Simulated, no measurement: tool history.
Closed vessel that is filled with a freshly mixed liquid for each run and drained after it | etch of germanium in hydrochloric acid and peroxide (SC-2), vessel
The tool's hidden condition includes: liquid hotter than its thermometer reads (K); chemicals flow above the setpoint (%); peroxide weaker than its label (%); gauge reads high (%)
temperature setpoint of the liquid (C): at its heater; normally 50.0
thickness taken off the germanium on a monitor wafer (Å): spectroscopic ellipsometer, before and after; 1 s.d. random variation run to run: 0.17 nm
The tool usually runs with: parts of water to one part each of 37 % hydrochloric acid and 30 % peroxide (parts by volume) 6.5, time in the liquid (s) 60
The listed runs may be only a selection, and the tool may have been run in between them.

run,hour,temperature setpoint of the liquid (C),parts of water to one part each of 37 % hydrochloric acid and 30 % peroxide (parts by volume),time in the liquid (s),wafers since the last listed run,hours since the thermometer was replaced,hours since the chemicals flow meter was replaced,hours since the drum of peroxide was connected,hours since the gauge calibration,"read-back film thickness of the germanium reference wafer, read on the same gauge (nm)",thickness taken off the germanium on a monitor wafer (Å)
1,0.0,50.0,6.5,70,0,1927.3,1102.9,758.8,120.5,89.99,1068.8
2,18.6,50.0,6.5,70,1636,1945.9,1121.5,777.4,139.1,90.00,1068.0
3,36.5,50.0,6.5,70,1575,1963.8,1139.4,795.3,157.0,89.99,1067.1
4,55.9,50.0,6.5,60,1707,1983.2,1158.8,814.7,176.4,90.00,916.1
5,84.5,50.0,4.5,60,2517,2011.8,1187.4,843.3,205.0,89.99,925.6
6,114.9,50.0,6.5,60,2675,2042.2,1217.8,873.7,235.4,90.01,917.5
7,138.8,50.0,6.5,60,2103,2066.1,1241.7,897.6,259.3,90.00,916.1
8,161.4,50.0,6.5,60,1988,2088.7,1264.3,920.2,281.9,90.00,917.1
9,174.7,50.0,6.5,60,1170,2102.0,1277.6,933.5,295.2,89.97,915.1
# hour 188.4: thermometer replaced
# hour 195.1: new drum of peroxide connected
10,208.9,50.0,6.5,60,2833,20.5,1311.8,13.8,329.4,90.01,872.7
11,225.2,50.0,6.5,60,1434,36.8,1328.1,30.1,345.7,89.99,875.5
12,240.1,50.0,6.5,85,1311,51.7,1343.0,45.0,360.6,90.00,1244.2
13,263.4,50.0,6.5,60,2050,75.0,1366.3,68.3,383.9,90.02,879.0
14,295.0,50.0,8.5,30,2781,106.6,1397.9,99.9,415.5,90.03,431.9
15,322.9,44.0,6.5,60,2455,134.5,1425.8,127.8,443.4,90.01,722.2
16,357.3,55.5,4.5,45,3027,168.9,1460.2,162.2,477.8,90.01,794.1
17,386.4,50.0,6.5,60,2561,198.0,1489.3,191.3,506.9,90.00,878.4
# hour 420.8: chemicals flow meter replaced
18,421.3,50.0,6.5,60,2983,232.9,0.5,226.2,541.8,90.01,876.6
19,449.8,50.0,6.5,60,2508,261.4,29.0,254.7,570.3,89.99,881.6
# hour 457.5: gauge calibrated
20,466.5,50.0,8.5,60,1469,278.1,45.7,271.4,9.0,90.01,868.6
21,496.8,50.0,8.0,60,2666,308.4,76.0,301.7,39.3,90.01,874.2
22,513.0,60.0,7.5,60,1425,324.6,92.2,317.9,55.5,90.04,1190.6
23,547.5,41.0,6.5,35,3036,359.1,126.7,352.4,90.0,90.00,383.1
24,574.4,50.0,6.5,60,2367,386.0,153.6,379.3,116.9,89.97,882.3

Run by run, hidden condition taken away, random variation retained:
run,thickness taken off the germanium on a monitor wafer (Å)
1,1021.6
2,1020.5
3,1019.3
4,874.9
5,882.9
6,875.0
7,873.1
8,873.8
9,871.7
10,869.9
11,872.4
12,1239.4
13,875.0
14,429.7
15,718.1
16,789.2
17,872.2
18,869.9
19,874.3
20,861.2
21,866.2
22,1180.0
23,379.0
24,872.8
